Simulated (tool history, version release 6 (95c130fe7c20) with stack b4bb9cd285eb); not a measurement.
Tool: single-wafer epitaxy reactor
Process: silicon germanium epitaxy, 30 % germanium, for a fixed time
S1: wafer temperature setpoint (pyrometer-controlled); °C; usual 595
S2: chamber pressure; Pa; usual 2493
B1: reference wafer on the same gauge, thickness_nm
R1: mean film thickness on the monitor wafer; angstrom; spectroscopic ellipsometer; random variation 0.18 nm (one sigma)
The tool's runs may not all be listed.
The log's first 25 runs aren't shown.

| run | day | S1 | S2 | B1 | R1 |
|---|---|---|---|---|---|
| 26 | 65.354 | 604 | 3026 | 55.460 | 675.66 |
| 27 | 66.642 | 605 | 2973 | 55.489 | 685.16 |
| 28 | 68.688 | 588 | 1907 | 55.522 | 410.56 |
| 29 | 70.650 | 589 | 1893 | 55.468 | 419.31 |
| 30 | 73.375 | 595 | 2693 | 55.479 | 536.53 |
| 31 | 75.121 | 607 | 2106 | 55.530 | 633.49 |
| 32 | 77.167 | 595 | 2853 | 55.485 | 546.39 |
| 33 | 79.167 | 583 | 3053 | 55.455 | 432.21 |
| 34 | 80.754 | 605 | 3000 | 55.530 | 683.99 |

5 ways to go on from here, each from the tool as it stands after run 34. What would each give?
| A | 80.771 | 595 | 2493 | ? | ? |
| B | 80.771 | 603 | 2826 | ? | ? |
| C | 80.771 | 587 | 2693 | ? | ? |
| D | 80.771 | 584 | 2786 | ? | ? |
| E | 80.771 | 585 | 2280 | ? | ? |

| run | B1 | R1 |
|---|---|---|
| A | 55.499 | 520.47 |
| B | 55.499 | 642.61 |
| C | 55.499 | 450.99 |
| D | 55.499 | 427.80 |
| E | 55.499 | 407.62 |
Without the tool's hidden state the same runs would have given:
| run | R1 |
|---|---|
| A | 521.03 |
| B | 643.30 |
| C | 451.47 |
| D | 428.25 |
| E | 408.05 |
